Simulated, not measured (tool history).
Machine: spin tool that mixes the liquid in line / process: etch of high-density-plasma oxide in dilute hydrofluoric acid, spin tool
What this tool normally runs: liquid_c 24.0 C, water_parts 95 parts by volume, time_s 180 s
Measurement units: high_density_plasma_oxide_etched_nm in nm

run	hour	liquid_c	water_parts	time_s	wafers since the last listed run	hours since the thermometer was replaced	hours since the hydrofluoric acid flow meter was replaced	hours since the gauge calibration	read-back film thickness of the high-density-plasma oxide reference wafer, read on the same gauge (nm)	high_density_plasma_oxide_etched_nm
1	0.0	24.0	95	180	0	300.4	1339.3	270.1	99.99	11.60
2	54.3	24.0	95	180	471	354.7	1393.6	324.4	99.99	11.58
3	95.5	24.0	95	180	357	395.9	1434.8	365.6	99.99	11.64
4	125.2	24.0	95	180	257	425.6	1464.5	395.3	99.99	11.59
5	256.0	28.0	75	180	1135	556.4	1595.3	526.1	100.01	17.75
6	322.9	24.0	95	180	580	623.3	1662.2	593.0	99.98	11.63
7	352.1	24.0	95	180	253	652.5	1691.4	622.2	99.99	11.90
# hour 499.3: thermometer replaced
8	529.2	24.0	75	180	1528	29.9	1868.5	799.3	100.00	14.42
# hour 571.1: gauge calibrated
9	578.1	24.0	75	180	424	78.8	1917.4	7.0	100.01	14.44
10	624.2	24.0	75	180	400	124.9	1963.5	53.1	100.00	14.36
11	695.3	24.0	95	225	617	196.0	2034.6	124.2	100.01	14.10
12	752.7	24.0	115	180	498	253.4	2092.0	181.6	100.00	9.16
13	782.6	19.0	65	180	259	283.3	2121.9	211.5	100.01	13.98
# hour 834.2: hydrofluoric acid flow meter replaced
14	871.4	27.5	95	180	762	372.1	37.2	300.3	99.99	14.14
15	902.0	22.5	110	105	265	402.7	67.8	330.9	100.03	5.75
16	967.0	24.0	140	85	564	467.7	132.8	395.9	99.99	3.76
17	1034.3	24.0	95	180	584	535.0	200.1	463.2	99.97	12.45
18	1082.4	24.0	95	180	417	583.1	248.2	511.3	100.00	12.38
19	1113.9	22.5	125	180	273	614.6	279.7	542.8	100.02	8.58
20	1171.0	21.5	60	180	495	671.7	336.8	599.9	100.00	18.87
21	1197.0	24.0	50	180	225	697.7	362.8	625.9	100.02	25.36

What if the next run were any one of these 4? Each begins from the tool's condition after run 21:
A	1197.5	24.0	125	180	4	698.2	363.3	626.4	?	?
B	1197.5	24.0	95	80	4	698.2	363.3	626.4	?	?
C	1197.5	24.0	65	255	4	698.2	363.3	626.4	?	?
D	1197.5	21.0	80	180	4	698.2	363.3	626.4	?	?

run	read-back film thickness of the high-density-plasma oxide reference wafer, read on the same gauge (nm)	high_density_plasma_oxide_etched_nm
A	99.98	9.16
B	99.98	5.57
C	99.98	27.02
D	99.98	13.47
Take away the tool's hidden state, keep each run's random variation, and the runs would have read:
run	high_density_plasma_oxide_etched_nm
A	8.60
B	5.21
C	25.23
D	12.56
